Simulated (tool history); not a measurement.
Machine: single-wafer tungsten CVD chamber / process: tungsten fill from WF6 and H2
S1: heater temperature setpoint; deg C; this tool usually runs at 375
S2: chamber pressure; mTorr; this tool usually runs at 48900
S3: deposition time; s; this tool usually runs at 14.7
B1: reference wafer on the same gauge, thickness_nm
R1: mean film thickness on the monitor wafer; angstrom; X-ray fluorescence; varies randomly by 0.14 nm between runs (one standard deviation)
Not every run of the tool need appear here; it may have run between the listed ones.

run 1 hour=0.0 | S1=375 S2=48900 S3=14.7 | B1=27.631 | R1=330.36
-- hour=68.5 thermocouple changed; heater temperature recalibrated
run 2 hour=84.1 | S1=375 S2=48900 S3=15.9 | B1=27.696 | R1=351.68
run 3 hour=124.2 | S1=375 S2=48900 S3=14.7 | B1=27.638 | R1=323.55
run 4 hour=195.9 | S1=375 S2=48900 S3=14.7 | B1=27.654 | R1=327.34
run 5 hour=257.6 | S1=375 S2=48900 S3=14.7 | B1=27.718 | R1=327.01
run 6 hour=360.5 | S1=375 S2=48900 S3=14.7 | B1=27.670 | R1=329.51
run 7 hour=467.0 | S1=375 S2=48900 S3=14.7 | B1=27.694 | R1=330.21
run 8 hour=559.7 | S1=375 S2=48900 S3=14.7 | B1=27.721 | R1=332.94
run 9 hour=654.9 | S1=362 S2=48900 S3=14.7 | B1=27.657 | R1=258.33
run 10 hour=889.2 | S1=375 S2=56300 S3=14.7 | B1=27.660 | R1=346.74
run 11 hour=988.8 | S1=384 S2=48900 S3=16.6 | B1=27.703 | R1=439.15
-- hour=1026.9 capacitance manometer re-zeroed and calibrated
run 12 hour=1027.7 | S1=375 S2=48900 S3=14.7 | B1=27.687 | R1=332.13
run 13 hour=1075.1 | S1=387 S2=58400 S3=14.7 | B1=27.712 | R1=433.48
-- hour=1112.0 thermocouple changed; heater temperature recalibrated
run 14 hour=1145.9 | S1=375 S2=48900 S3=14.7 | B1=27.669 | R1=323.81
run 15 hour=1251.5 | S1=375 S2=58700 S3=15.8 | B1=27.719 | R1=367.55
run 16 hour=1309.0 | S1=390 S2=39200 S3=15.6 | B1=27.668 | R1=425.07
run 17 hour=1414.8 | S1=375 S2=58800 S3=15.9 | B1=27.637 | R1=377.57
run 18 hour=1493.7 | S1=375 S2=48900 S3=12.4 | B1=27.677 | R1=275.75
run 19 hour=1593.5 | S1=385 S2=54800 S3=12.5 | B1=27.745 | R1=346.45
run 20 hour=1667.7 | S1=375 S2=56400 S3=16.7 | B1=27.674 | R1=391.11
-- hour=1768.4 showerhead replaced
run 21 hour=1768.9 | S1=363 S2=60600 S3=14.7 | B1=27.690 | R1=279.53
run 22 hour=1871.5 | S1=365 S2=60700 S3=13.6 | B1=27.697 | R1=268.92
-- hour=1938.9 gauge calibrated
-- hour=2012.5 thermocouple changed; heater temperature recalibrated
run 23 hour=2180.3 | S1=375 S2=56400 S3=14.7 | B1=27.721 | R1=339.74
run 24 hour=2279.9 | S1=375 S2=60700 S3=14.7 | B1=27.705 | R1=350.12
-- hour=2312.1 capacitance manometer re-zeroed and calibrated
run 25 hour=2351.3 | S1=386 S2=48900 S3=16.8 | B1=27.749 | R1=455.66
run 26 hour=2622.0 | S1=375 S2=48900 S3=14.7 | B1=27.655 | R1=328.78
run 27 hour=2709.3 | S1=375 S2=48900 S3=17.0 | B1=27.723 | R1=384.24
run 28 hour=2794.9 | S1=362 S2=39000 S3=14.7 | B1=27.727 | R1=245.01
run 29 hour=2865.9 | S1=375 S2=56200 S3=16.7 | B1=27.707 | R1=392.96
run 30 hour=2933.5 | S1=375 S2=48900 S3=14.7 | B1=27.755 | R1=334.88
-- hour=2974.4 thermocouple changed; heater temperature recalibrated
run 31 hour=3021.5 | S1=369 S2=36700 S3=12.9 | B1=27.708 | R1=236.77
run 32 hour=3128.3 | S1=386 S2=57900 S3=13.7 | B1=27.667 | R1=390.91
run 33 hour=3225.4 | S1=375 S2=48900 S3=14.7 | B1=27.680 | R1=330.59

What would each run have given without the hidden state, its run-to-run variation left as it was?
What the log doesn't record here: wafer temperature above the value expected at the setpoint (K); true pressure above the setpoint (%); gauge reads high (%).
run=1 R1=321.85
run=2 R1=351.51
run=3 R1=322.39
run=4 R1=324.62
run=5 R1=323.22
run=6 R1=324.28
run=7 R1=323.91
run=8 R1=325.90
run=9 R1=252.18
run=10 R1=338.02
run=11 R1=428.24
run=12 R1=323.51
run=13 R1=422.64
run=14 R1=324.55
run=15 R1=365.79
run=16 R1=421.93
run=17 R1=373.01
run=18 R1=271.76
run=19 R1=340.85
run=20 R1=384.02
run=21 R1=273.82
run=22 R1=263.17
run=23 R1=336.73
run=24 R1=345.46
run=25 R1=448.78
run=26 R1=321.73
run=27 R1=375.61
run=28 R1=239.04
run=29 R1=383.62
run=30 R1=326.80
run=31 R1=235.28
run=32 R1=386.07
run=33 R1=324.82

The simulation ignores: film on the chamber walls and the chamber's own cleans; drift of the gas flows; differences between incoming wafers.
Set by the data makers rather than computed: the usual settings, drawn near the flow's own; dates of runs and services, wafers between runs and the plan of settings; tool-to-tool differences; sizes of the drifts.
